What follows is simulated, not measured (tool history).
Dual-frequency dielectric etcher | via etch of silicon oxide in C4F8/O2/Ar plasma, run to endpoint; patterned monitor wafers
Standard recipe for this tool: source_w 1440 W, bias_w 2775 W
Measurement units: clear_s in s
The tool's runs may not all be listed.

run,day,source_w,bias_w,"incoming incoming film thickness, nm",clear_s
1,0,1440,2775,1179.8,225
# day 0.583: wet clean of the chamber
2,1.358,1630,2775,1190.3,214.4
3,2.829,1630,2775,1184,213.7
4,4.162,1440,2775,1172.5,220.9
5,5.425,1270,2775,1169,229.3
6,5.983,1270,2775,1171.9,229.6
7,7.138,1270,2775,1173,229.7
8,8.254,1440,2775,1182.3,223.3
# day 9.4: source power generator calibrated
9,9.467,1440,2775,1178.2,222.8
# day 10.654: upper electrode replaced
10,10.675,1670,2775,1180.4,213.4
# day 11.604: bias power generator calibrated
11,13.467,1440,2775,1161.1,220.5
12,14.188,1440,2775,1164.1,222.1
13,15.367,1440,3403,1177.6,202.3
# day 17.612: wet clean of the chamber
14,17.633,1740,2369,1177.8,224.5
15,17.65,1440,2775,1175,219.7
16,18.479,1630,2775,1168.4,209.6
17,19.483,1560,2775,1162.4,212.7
18,20.708,1150,2982,1155.8,225.8
19,21.533,1570,2470,1163.4,224.4
20,22.633,1240,3085,1164.1,218.4
21,23.471,1650,2305,1167.6,230.5
22,24.879,1270,2775,1166.3,229.8

Branching from run 22: 5 alternative next runs. What would each branch give?
A,24.9,1440,2775,1179.1,?
B,24.9,1200,2170,1179.1,?
C,24.9,1740,3259,1179.1,?
D,24.9,1740,2775,1179.1,?
E,24.9,1310,3148,1179.1,?

run,clear_s
A,222.9
B,268.6
C,194
D,209.8
E,215.7
Without the tool's hidden state the same runs would have given:
run,clear_s
A,221.3
B,266.6
C,192.6
D,208.3
E,214
